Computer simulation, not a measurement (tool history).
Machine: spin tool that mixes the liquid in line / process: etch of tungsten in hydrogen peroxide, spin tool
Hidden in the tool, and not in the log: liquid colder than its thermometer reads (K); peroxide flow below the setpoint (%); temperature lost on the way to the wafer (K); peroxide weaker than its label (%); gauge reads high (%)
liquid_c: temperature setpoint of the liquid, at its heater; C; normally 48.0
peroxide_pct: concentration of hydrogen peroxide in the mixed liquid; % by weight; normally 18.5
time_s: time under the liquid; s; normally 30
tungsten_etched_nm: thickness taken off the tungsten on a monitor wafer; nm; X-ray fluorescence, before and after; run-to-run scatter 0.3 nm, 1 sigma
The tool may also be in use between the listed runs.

run    hour  liquid_c  peroxide_pct  time_s  wafers since the last listed run  hours since the thermometer was replaced  hours since the peroxide flow meter was replaced  hours since the heated supply line was repaired  hours since the drum of peroxide was connected  hours since the gauge calibration  read-back film thickness of the tungsten reference wafer, read on the same gauge (nm)  tungsten_etched_nm
  1     0.0      48.0          18.5      30                                 0                                    1008.3                                             716.1                                            595.3                                            46.6                              400.5                                                                                 147.24               38.93
       55.8  -- heated supply line repaired
  2    95.3      48.0          18.5      30                              1616                                    1103.6                                             811.4                                             39.5                                           141.9                              495.8                                                                                 146.64               39.13
      168.0  -- gauge calibrated
  3   274.6      48.0          18.5      30                              3073                                    1282.9                                             990.7                                            218.8                                           321.2                              106.6                                                                                 149.42               40.08
  4   354.3      48.0          18.5      30                              1366                                    1362.6                                            1070.4                                            298.5                                           400.9                              186.3                                                                                 148.93               39.03
  5   433.5      48.0          18.5      30                              1357                                    1441.8                                            1149.6                                            377.7                                           480.1                              265.5                                                                                 148.38               39.26
  6   538.4      48.0          18.5      30                              1798                                    1546.7                                            1254.5                                            482.6                                           585.0                              370.4                                                                                 147.80               39.52
  7   626.9      48.0          18.5      30                              1517                                    1635.2                                            1343.0                                            571.1                                           673.5                              458.9                                                                                 147.24               39.15
      695.0  -- thermometer replaced
      722.0  -- peroxide flow meter replaced
  8   728.8      40.5          18.5      30                              1712                                      33.8                                               6.8                                            673.0                                           775.4                              560.8                                                                                 146.70               24.12
      738.8  -- heated supply line repaired
      799.5  -- gauge calibrated
  9   804.6      43.5          18.5      30                              1282                                     109.6                                              82.6                                             65.8                                           851.2                                5.1                                                                                 150.02               30.21
      857.1  -- new drum of peroxide connected
 10   910.4      54.5          18.5      40                              1796                                     215.4                                             188.4                                            171.6                                            53.3                              110.9                                                                                 149.43               78.33
 11   963.5      48.0          18.5      30                               910                                     268.5                                             241.5                                            224.7                                           106.4                              164.0                                                                                 149.05               39.54
 12  1006.4      54.0          17.0      45                               735                                     311.4                                             284.4                                            267.6                                           149.3                              206.9                                                                                 148.79               81.84
 13  1065.2      48.0          18.5      30                              1007                                     370.2                                             343.2                                            326.4                                           208.1                              265.7                                                                                 148.43               39.07
 14  1118.3      40.5          18.5      45                               910                                     423.3                                             396.3                                            379.5                                           261.2                              318.8                                                                                 148.16               36.40

How would selected steps in tungsten_etched_nm from run to run divide? Give the signed amount a tool lacking its hidden state would still show from settings, what came in and random variation, and the signed amount left for the hidden state, including any gauge scatter that is not in both of the compared results.
Run 2 -> 3: gauge calibrated. tungsten_etched_nm +0.95 nm: hidden state +0.72, all else +0.23.
Run 9 -> 10: liquid_c 43.5 -> 54.5, time_s 30 -> 40, new drum of peroxide connected. tungsten_etched_nm +48.12 nm: hidden state -0.33, all else +48.45.
